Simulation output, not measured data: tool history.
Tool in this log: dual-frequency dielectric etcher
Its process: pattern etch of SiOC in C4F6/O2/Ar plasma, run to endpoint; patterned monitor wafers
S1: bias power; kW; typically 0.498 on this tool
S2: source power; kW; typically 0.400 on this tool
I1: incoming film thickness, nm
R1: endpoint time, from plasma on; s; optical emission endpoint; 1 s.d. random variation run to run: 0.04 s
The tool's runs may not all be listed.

| run | hour | S1 | S2 | I1 | R1 |
|---|---|---|---|---|---|
| 1 | 0.0 | 0.498 | 0.400 | 30.38 | 11.0 |
| 2 | 49.5 | 0.498 | 0.400 | 30.40 | 11.0 |
|  | 57.7 | source power generator calibrated |
|  | 76.8 | upper electrode replaced |
|  | 95.2 | wet clean of the chamber |
| 3 | 95.7 | 0.498 | 0.400 | 30.31 | 10.2 |
| 4 | 96.0 | 0.572 | 0.400 | 30.25 | 9.8 |
| 5 | 96.4 | 0.572 | 0.400 | 30.25 | 9.8 |
| 6 | 96.7 | 0.498 | 0.330 | 30.31 | 11.1 |
| 7 | 101.2 | 0.498 | 0.400 | 30.46 | 10.3 |
|  | 113.0 | bias power generator calibrated |
| 8 | 113.5 | 0.552 | 0.490 | 29.92 | 9.0 |

What will run 9 give?
| 9 | 123.5 | 0.498 | 0.350 | 30.54 | ? |

Run 9 yielded R1 10.9 s.
With the hidden condition absent and the run-to-run variation left alone, this run would have shown R1 11.1 s.
